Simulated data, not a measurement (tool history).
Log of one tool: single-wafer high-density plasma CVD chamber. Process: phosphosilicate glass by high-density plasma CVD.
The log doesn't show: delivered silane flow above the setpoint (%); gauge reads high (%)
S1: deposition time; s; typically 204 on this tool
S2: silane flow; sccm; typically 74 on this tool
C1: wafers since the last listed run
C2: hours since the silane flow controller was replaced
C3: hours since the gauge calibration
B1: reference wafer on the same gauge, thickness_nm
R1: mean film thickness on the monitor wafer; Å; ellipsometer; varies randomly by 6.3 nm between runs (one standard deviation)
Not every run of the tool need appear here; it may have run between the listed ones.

run 1 day=0 | S1=204 S2=74 | C1=0 C2=1423 C3=627.9 | B1=1499.107 | R1=13966.93
run 2 day=2.988 | S1=204 S2=74 | C1=741 C2=1494.7 C3=699.6 | B1=1502.425 | R1=14045.73
run 3 day=5.521 | S1=204 S2=85 | C1=629 C2=1555.5 C3=760.4 | B1=1503.454 | R1=16066.88
run 4 day=7.725 | S1=204 S2=85 | C1=547 C2=1608.4 C3=813.3 | B1=1499.019 | R1=15989.83
run 5 day=9.462 | S1=204 S2=62 | C1=431 C2=1650.1 C3=855 | B1=1499.933 | R1=11713.86
run 6 day=11.138 | S1=183 S2=74 | C1=415 C2=1690.3 C3=895.2 | B1=1502.363 | R1=12441.64
run 7 day=13.088 | S1=183 S2=74 | C1=484 C2=1737.1 C3=942 | B1=1498.924 | R1=12515.45
run 8 day=14.358 | S1=204 S2=74 | C1=315 C2=1767.6 C3=972.5 | B1=1501.533 | R1=13989.93
run 9 day=17.054 | S1=204 S2=74 | C1=669 C2=1832.3 C3=1037.2 | B1=1501.894 | R1=14013.98
run 10 day=19.342 | S1=204 S2=63 | C1=568 C2=1887.2 C3=1092.1 | B1=1497.236 | R1=11950.49
run 11 day=21.454 | S1=204 S2=80 | C1=524 C2=1937.9 C3=1142.8 | B1=1503.49 | R1=15131.9
run 12 day=24.333 | S1=204 S2=80 | C1=714 C2=2007 C3=1211.9 | B1=1496.35 | R1=15164
-- day=24.742 silane flow controller replaced
run 13 day=26.917 | S1=204 S2=80 | C1=558 C2=52.2 C3=1273.9 | B1=1501.924 | R1=15096.8
run 14 day=28.488 | S1=204 S2=74 | C1=390 C2=89.9 C3=1311.6 | B1=1501.115 | R1=13926.9
run 15 day=30.646 | S1=204 S2=74 | C1=535 C2=141.7 C3=1363.4 | B1=1502.214 | R1=13907.94
run 16 day=33.508 | S1=204 S2=74 | C1=710 C2=210.4 C3=1432.1 | B1=1503.206 | R1=13918.55
run 17 day=35.533 | S1=204 S2=74 | C1=502 C2=259 C3=1480.7 | B1=1498.467 | R1=14113.09
run 18 day=38.167 | S1=204 S2=74 | C1=653 C2=322.2 C3=1543.9 | B1=1496.31 | R1=13977.07
run 19 day=40.408 | S1=204 S2=74 | C1=556 C2=376 C3=1597.7 | B1=1502.5 | R1=14025.49
run 20 day=42.029 | S1=204 S2=74 | C1=402 C2=414.9 C3=1636.6 | B1=1498.005 | R1=13991.66
run 21 day=43.746 | S1=204 S2=74 | C1=426 C2=456.1 C3=1677.8 | B1=1500.187 | R1=13982.13
run 22 day=46.492 | S1=219 S2=84 | C1=681 C2=522 C3=1743.7 | B1=1500.693 | R1=17030.94
run 23 day=48.138 | S1=204 S2=74 | C1=408 C2=561.5 C3=1783.2 | B1=1495.688 | R1=13893.52
run 24 day=51.096 | S1=204 S2=74 | C1=734 C2=632.5 C3=1854.2 | B1=1497.636 | R1=14005.59
-- day=52.738 gauge calibrated
run 25 day=52.779 | S1=204 S2=59 | C1=418 C2=672.9 C3=1 | B1=1498.354 | R1=11176.56
run 26 day=54.25 | S1=204 S2=74 | C1=365 C2=708.2 C3=36.3 | B1=1498.727 | R1=14012.89
run 27 day=60.246 | S1=192 S2=88 | C1=1488 C2=852.1 C3=180.2 | B1=1495.435 | R1=15717.31

Expected results for the next run?
run 28 day=61.396 | S1=174 S2=88 | C1=285 C2=879.7 C3=207.8 | B1=? | R1=?

B1: 1497.712
R1: 14097.15 Å
With no hidden state in the tool, this same run would have given R1 14097.15 Å.
